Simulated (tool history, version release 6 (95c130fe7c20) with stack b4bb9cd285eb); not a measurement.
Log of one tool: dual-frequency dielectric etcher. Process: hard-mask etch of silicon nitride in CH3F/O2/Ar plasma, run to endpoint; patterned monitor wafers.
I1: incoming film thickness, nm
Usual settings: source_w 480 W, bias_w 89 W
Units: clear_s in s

{"run": 1, "hour": 0.0, "source_w": 480, "bias_w": 89, "I1": 39.23, "clear_s": 50.1}
{"run": 2, "hour": 24.3, "source_w": 480, "bias_w": 89, "I1": 39.43, "clear_s": 50.6}
{"run": 3, "hour": 74.4, "source_w": 480, "bias_w": 89, "I1": 39.38, "clear_s": 51.2}
{"run": 4, "hour": 135.5, "source_w": 480, "bias_w": 94, "I1": 39.19, "clear_s": 50.0}
{"run": 5, "hour": 197.1, "source_w": 480, "bias_w": 89, "I1": 39.47, "clear_s": 51.5}
{"run": 6, "hour": 230.8, "source_w": 480, "bias_w": 89, "I1": 39.22, "clear_s": 51.6}
{"run": 7, "hour": 261.0, "source_w": 480, "bias_w": 89, "I1": 38.9, "clear_s": 50.9}
{"run": 8, "hour": 326.0, "source_w": 480, "bias_w": 89, "I1": 39.29, "clear_s": 52.6}
{"run": 9, "hour": 397.3, "source_w": 480, "bias_w": 89, "I1": 39.41, "clear_s": 53.0}
{"hour": 425.1, "done": "upper electrode replaced"}
{"run": 10, "hour": 467.2, "source_w": 480, "bias_w": 89, "I1": 39.4, "clear_s": 53.0}
{"hour": 515.8, "done": "wet clean of the chamber"}
{"run": 11, "hour": 526.2, "source_w": 480, "bias_w": 89, "I1": 39.29, "clear_s": 49.7}
{"run": 12, "hour": 568.8, "source_w": 480, "bias_w": 89, "I1": 39.24, "clear_s": 49.2}
{"run": 13, "hour": 600.7, "source_w": 480, "bias_w": 89, "I1": 39.51, "clear_s": 50.1}
{"hour": 653.3, "done": "source power generator calibrated"}
{"run": 14, "hour": 668.5, "source_w": 480, "bias_w": 89, "I1": 38.93, "clear_s": 49.2}
{"run": 15, "hour": 739.1, "source_w": 430, "bias_w": 81, "I1": 39.43, "clear_s": 53.9}
{"run": 16, "hour": 769.0, "source_w": 540, "bias_w": 89, "I1": 39.26, "clear_s": 48.4}
{"run": 17, "hour": 815.7, "source_w": 590, "bias_w": 99, "I1": 38.95, "clear_s": 45.5}
{"run": 18, "hour": 867.0, "source_w": 440, "bias_w": 89, "I1": 39.09, "clear_s": 52.4}
{"run": 19, "hour": 911.2, "source_w": 480, "bias_w": 89, "I1": 39.7, "clear_s": 51.5}
{"hour": 962.7, "done": "bias power generator calibrated"}
{"run": 20, "hour": 973.9, "source_w": 480, "bias_w": 99, "I1": 39.62, "clear_s": 50.8}
{"run": 21, "hour": 1039.9, "source_w": 420, "bias_w": 70, "I1": 39.71, "clear_s": 57.9}
{"hour": 1087.7, "done": "wet clean of the chamber"}
{"run": 22, "hour": 1088.2, "source_w": 480, "bias_w": 107, "I1": 39.67, "clear_s": 46.8}
{"run": 23, "hour": 1098.7, "source_w": 480, "bias_w": 89, "I1": 39.51, "clear_s": 48.9}
{"run": 24, "hour": 1125.9, "source_w": 560, "bias_w": 70, "I1": 39.92, "clear_s": 50.4}
{"run": 25, "hour": 1171.6, "source_w": 440, "bias_w": 89, "I1": 39.84, "clear_s": 52.2}
{"run": 26, "hour": 1222.3, "source_w": 480, "bias_w": 89, "I1": 39.7, "clear_s": 50.0}

Hidden state or all else? Some run-to-run changes of clear_s, split into what the settings, what came in and random variation would give without the hidden state, and what is left for the hidden state (with any gauge scatter that isn't in both results):
The hidden state here: etch rate over this chamber's usual, %; source power that arrives over what is set, %; bias power that arrives over what is set, %.
Run 10 -> 11: wet clean of the chamber. clear_s -3.3 s: hidden state -3.6, all else +0.3.
Run 20 -> 21: source_w 480 -> 420, bias_w 99 -> 70. clear_s +7.1 s: hidden state +0.7, all else +6.4.
Run 21 -> 22: source_w 420 -> 480, bias_w 70 -> 107, wet clean of the chamber. clear_s -11.1 s: hidden state -2.8, all else -8.3.
